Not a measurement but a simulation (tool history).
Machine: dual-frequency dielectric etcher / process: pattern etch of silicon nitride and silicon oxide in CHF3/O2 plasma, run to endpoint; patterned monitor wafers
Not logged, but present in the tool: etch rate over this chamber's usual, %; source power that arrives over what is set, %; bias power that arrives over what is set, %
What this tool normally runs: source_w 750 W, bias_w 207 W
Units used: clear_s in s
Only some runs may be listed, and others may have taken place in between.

run    hour  source_w  bias_w  wafers since the last listed run  hours since the last wet clean  hours since the last source power generator calibration  hours since the last bias power generator calibration  hours since the last upper electrode change  incoming incoming film thickness, nm  clear_s
  1     0.0       750     207                                 0                           407.1                                                   4520.3                                                 3098.3                                       1695.9                                 262.0    137.5
  2    78.6       750     207                               493                           485.7                                                   4598.9                                                 3176.9                                       1774.5                                 262.1    138.1
      148.7  -- wet clean of the chamber
  3   251.9       750     207                               937                           103.2                                                   4772.2                                                 3350.2                                       1947.8                                 261.9    140.0
  4   343.1       750     195                               572                           194.4                                                   4863.4                                                 3441.4                                       2039.0                                 262.5    143.2
  5   428.1       750     195                               533                           279.4                                                   4948.4                                                 3526.4                                       2124.0                                 261.9    140.0
  6   477.1       750     207                               307                           328.4                                                   4997.4                                                 3575.4                                       2173.0                                 259.7    137.6
      499.9  -- bias power generator calibrated
      522.2  -- source power generator calibrated
  7   530.5       750     207                               285                           381.8                                                      8.3                                                   30.6                                       2226.4                                 261.4    138.1
  8   567.1       750     207                               229                           418.4                                                     44.9                                                   67.2                                       2263.0                                 261.7    138.3
  9   608.1       750     207                               257                           459.4                                                     85.9                                                  108.2                                       2304.0                                 263.3    134.1
 10   668.6       570     180                               379                           519.9                                                    146.4                                                  168.7                                       2364.5                                 262.8    162.8
      726.4  -- wet clean of the chamber
 11   760.7       820     255                               427                            34.3                                                    238.5                                                  260.8                                       2456.6                                 264.1    126.1
 12   842.2       580     187                               511                           115.8                                                    320.0                                                  342.3                                       2538.1                                 261.8    164.0
 13   890.1       750     207                               300                           163.7                                                    367.9                                                  390.2                                       2586.0                                 263.9    143.1
      946.0  -- upper electrode replaced
 14   946.5       910     207                               203                           220.1                                                    424.3                                                  446.6                                          0.5                                 260.9    127.7
 15  1024.3       850     207                               488                           297.9                                                    502.1                                                  524.4                                         78.3                                 262.2    132.3
 16  1080.4       910     207                               352                           354.0                                                    558.2                                                  580.5                                        134.4                                 262.6    130.1
 17  1126.4       750     207                               288                           400.0                                                    604.2                                                  626.5                                        180.4                                 259.1    136.0
 18  1211.0       850     220                               531                           484.6                                                    688.8                                                  711.1                                        265.0                                 264.0    128.3

Alternative continuations, all from the tool just after run 18; predict every row:
  A  1211.5       930     207                                 3                           485.1                                                    689.3                                                  711.6                                        265.5                                 262.6        ?
  B  1211.5       750     172                                 3                           485.1                                                    689.3                                                  711.6                                        265.5                                 262.6        ?
  C  1211.5       590     235                                 3                           485.1                                                    689.3                                                  711.6                                        265.5                                 262.6        ?
  D  1211.5       700     255                                 3                           485.1                                                    689.3                                                  711.6                                        265.5                                 262.6        ?
  E  1211.5       890     252                                 3                           485.1                                                    689.3                                                  711.6                                        265.5                                 262.6        ?

run  clear_s
  A    125.6
  B    148.6
  C    142.9
  D    128.7
  E    117.5
The same runs, with their run-to-run variation unchanged, on a tool lacking any hidden condition would have given:
run  clear_s
  A    131.0
  B    155.0
  C    149.0
  D    134.2
  E    122.6
